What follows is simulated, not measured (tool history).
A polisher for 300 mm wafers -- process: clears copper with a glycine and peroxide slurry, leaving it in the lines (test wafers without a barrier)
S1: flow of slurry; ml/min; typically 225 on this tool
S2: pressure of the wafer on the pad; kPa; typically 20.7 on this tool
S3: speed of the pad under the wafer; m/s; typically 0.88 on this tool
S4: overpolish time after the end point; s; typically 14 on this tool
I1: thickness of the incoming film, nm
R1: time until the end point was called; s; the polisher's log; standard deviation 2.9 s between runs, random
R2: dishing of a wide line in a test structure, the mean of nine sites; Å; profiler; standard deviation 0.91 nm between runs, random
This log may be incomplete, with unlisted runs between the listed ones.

run    hour   S1    S2    S3  S4     I1     R1   R2
  1     0.0  225  20.7  0.76  14  669.5  174.4  445
  2    90.0  225  20.7  0.76  14  667.9  183.5  429
  3   132.8  225  20.7  0.88  14  669.6  164.1  486
  4   209.2  225  20.7  0.88  14  660.3  164.2  480
      225.1  -- head pressure recalibrated
  5   274.8  225  20.7  0.88  14  644.8  176.4  445
  6   337.5  225  20.7  0.88  14  665.6  180.1  429
      399.2  -- worn pad replaced by a new one
  7   444.5  170  20.7  0.88  10  657.5  173.0  339
  8   524.5  170  20.7  0.88  10  653.4  176.7  321
  9   630.6  170  20.7  0.88  10  666.9  183.7  325
 10   672.4  225  20.7  0.88  14  663.8  179.9  447
      681.9  -- slurry nozzle cleaned
 11   767.9  175  20.7  0.88  19  655.5  181.7  561
      820.5  -- worn pad replaced by a new one
 12   829.6  175  20.7  0.88  19  653.8  158.8  630
 13  1070.7  225  14.5  0.74  21  667.8  259.8  454
     1174.8  -- head pressure recalibrated
 14  1223.9  225  20.7  0.88  14  646.4  180.5  439
     1257.9  -- worn pad replaced by a new one
 15  1304.1  225  20.7  0.88  14  650.4  162.7  452
     1335.6  -- slurry nozzle cleaned
 16  1347.0  200  20.7  0.88  14  666.7  178.9  436
 17  1408.6  250  24.1  1.16  18  659.1  120.4  742
 18  1475.6  225  17.2  0.88   6  663.4  206.4  180
 19  1559.7  290  20.7  0.88   9  660.3  180.9  297
 20  1665.9  225  20.7  0.88  14  656.5  173.1  426
     1690.3  -- worn pad replaced by a new one
 21  1745.9  300  23.4  0.88  21  651.7  140.6  714
 22  1804.1  225  17.9  0.88  14  654.4  184.8  422
 23  1866.9  190  24.1  0.76   9  653.4  170.8  317
 24  1917.0  295  20.7  0.88  10  660.0  168.3  344
 25  1982.6  225  17.2  1.06  18  661.8  170.6  577

Alternative continuations, all from the tool just after run 25; predict every row:
  A  1983.1  225  20.7  0.88  19  670.5   ?   ?
  B  1983.1  225  20.7  0.88   7  670.5   ?   ?
  C  1983.1  295  15.9  0.58  14  670.5   ?   ?

run     R1   R2
  A  173.4  598
  B  173.4  251
  C  284.2  303
The same runs, with their run-to-run variation unchanged, on a tool lacking any hidden condition would have given:
run     R1   R2
  A  162.2  630
  B  162.2  267
  C  263.9  324
